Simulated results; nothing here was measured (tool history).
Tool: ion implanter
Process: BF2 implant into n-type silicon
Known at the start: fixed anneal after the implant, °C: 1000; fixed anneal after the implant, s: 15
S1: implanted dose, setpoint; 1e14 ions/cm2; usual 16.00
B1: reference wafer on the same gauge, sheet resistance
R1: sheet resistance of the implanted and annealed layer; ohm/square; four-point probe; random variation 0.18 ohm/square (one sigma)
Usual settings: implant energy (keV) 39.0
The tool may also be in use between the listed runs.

Run 1, hour 0.0: usual settings but implant energy (keV) 49.0; B1 102.99. Result: R1 104.11 ohm/square.
Run 2, hour 32.9: usual settings but implant energy (keV) 49.0; B1 103.01. Result: R1 104.39 ohm/square.
At hour 42.6: gauge calibrated.
Run 3, hour 45.2: usual settings but implant energy (keV) 32.0; B1 103.00. Result: R1 130.21 ohm/square.
Run 4, hour 68.1: usual settings but implant energy (keV) 32.0; B1 103.04. Result: R1 129.82 ohm/square.
Run 5, hour 97.4: usual settings; B1 103.03. Result: R1 117.43 ohm/square.
Run 6, hour 123.4: usual settings but implant energy (keV) 48.0; B1 103.01. Result: R1 105.19 ohm/square.
Run 7, hour 156.7: usual settings but implant energy (keV) 48.0; B1 103.01. Result: R1 104.95 ohm/square.
Run 8, hour 176.6: usual settings but implant energy (keV) 48.0; B1 103.01. Result: R1 105.29 ohm/square.
Run 9, hour 207.1: usual settings but S1 12.22 1e14 ions/cm2; B1 103.00. Result: R1 125.17 ohm/square.
Run 10, hour 223.0: usual settings but S1 12.22 1e14 ions/cm2; B1 103.01. Result: R1 125.05 ohm/square.
Run 11, hour 243.5: usual settings but S1 20.33 1e14 ions/cm2, implant energy (keV) 27.5; B1 103.02. Result: R1 136.86 ohm/square.
Run 12, hour 260.5: usual settings but S1 20.39 1e14 ions/cm2, implant energy (keV) 49.5; B1 102.99. Result: R1 99.62 ohm/square.
At hour 290.3: Faraday cup replaced and dose calibrated.
Run 13, hour 291.0: usual settings but S1 17.40 1e14 ions/cm2, implant energy (keV) 27.5; B1 102.97. Result: R1 139.42 ohm/square.
Run 14, hour 306.5: usual settings but S1 14.08 1e14 ions/cm2; B1 102.99. Result: R1 120.52 ohm/square.
At hour 311.2: gauge calibrated.
Run 15, hour 338.3: usual settings but S1 19.17 1e14 ions/cm2, implant energy (keV) 30.5; B1 102.99. Result: R1 130.79 ohm/square.
At hour 362.3: extraction supply calibrated.
Run 16, hour 369.0: usual settings; B1 103.02. Result: R1 117.15 ohm/square.
Run 17, hour 398.0: usual settings but S1 13.83 1e14 ions/cm2, implant energy (keV) 27.0; B1 103.00. Result: R1 145.58 ohm/square.
Run 18, hour 424.8: usual settings but S1 18.53 1e14 ions/cm2; B1 103.00. Result: R1 115.15 ohm/square.
Run 19, hour 460.0: usual settings but S1 11.38 1e14 ions/cm2, implant energy (keV) 32.5; B1 103.02. Result: R1 139.50 ohm/square.
Run 20, hour 518.9: usual settings; B1 103.00. Result: R1 117.32 ohm/square.

3 ways to go on from here, each from the tool as it stands after run 20. What would each give?
Run A, hour 519.3: usual settings; B1 ?. Result: R1 ?.
Run B, hour 519.3: usual settings but S1 18.22 1e14 ions/cm2, implant energy (keV) 45.0; B1 ?. Result: R1 ?.
Run C, hour 519.3: usual settings but S1 18.28 1e14 ions/cm2, implant energy (keV) 46.0; B1 ?. Result: R1 ?.

run      B1      R1
  A  102.97  117.14
  B  102.97  106.30
  C  102.97  104.99
Without the tool's hidden state the same runs would have given:
run      R1
  A  117.14
  B  106.30
  C  104.99
